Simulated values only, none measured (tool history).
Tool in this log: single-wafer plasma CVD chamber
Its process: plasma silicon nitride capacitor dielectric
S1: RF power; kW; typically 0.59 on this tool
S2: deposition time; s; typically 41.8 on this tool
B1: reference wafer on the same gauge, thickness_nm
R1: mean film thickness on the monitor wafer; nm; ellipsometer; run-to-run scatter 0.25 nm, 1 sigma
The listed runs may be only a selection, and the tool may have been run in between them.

run   hour     S1    S2      B1      R1
  1      0   0.59  41.8  51.006  63.198
  2   18.1   0.59  41.8  51.002  63.615
  3   39.3   0.59  41.8  50.978  63.316
  4   61.8   0.68  41.8  50.993  67.224
  5   84.7   0.68  41.8  50.995  67.624
  6  111.1   0.68  41.8  51.019  67.198
  7  152.3   0.59  41.8  50.953  63.972
  8  181.4   0.59  41.8   51.04  63.227
  9  209.1   0.59  41.8  50.996  63.736
 10  221.9   0.59  35.9  50.957    54.7
 11  236.7   0.59  35.9  50.976  54.467
     252.7  -- showerhead replaced
 12  262.7   0.59  35.9  50.971  54.809
 13  289.2   0.59    48  50.983  73.294
     322.2  -- RF generator calibrated
 14    374  0.675  34.9  51.011  56.176
 15  389.7  0.695  41.8  51.008  68.362
 16  425.4   0.59  41.8  50.976  63.876
     427.5  -- gauge calibrated
 17  441.3   0.59  41.8  51.012  63.368
 18    465   0.65  41.8  51.015  66.426
 19  477.4   0.63  41.8  51.024    65.9
 20  496.2  0.705  44.6  50.969  72.962
 21  531.1  0.645  47.7  50.998  75.286
 22    566   0.59  35.9  50.989   54.81
 23  639.4   0.59  47.2  50.986  71.526
 24  665.8  0.495  36.3  50.953  51.485
 25  693.4   0.59  41.8  50.996  63.528
 26  714.2   0.59  41.8  51.002  63.618

3 ways to go on from here, each from the tool as it stands after run 26. What would each give?
  A  714.6   0.59  41.8   ?   ?
  B  714.6   0.54  41.8   ?   ?
  C  714.6  0.665  41.8   ?   ?

run      B1      R1
  A  51.012  63.786
  B  51.012  61.412
  C  51.012  67.002
What these runs would have given with no unlogged condition in the tool:
run      R1
  A  63.786
  B  61.412
  C  67.002
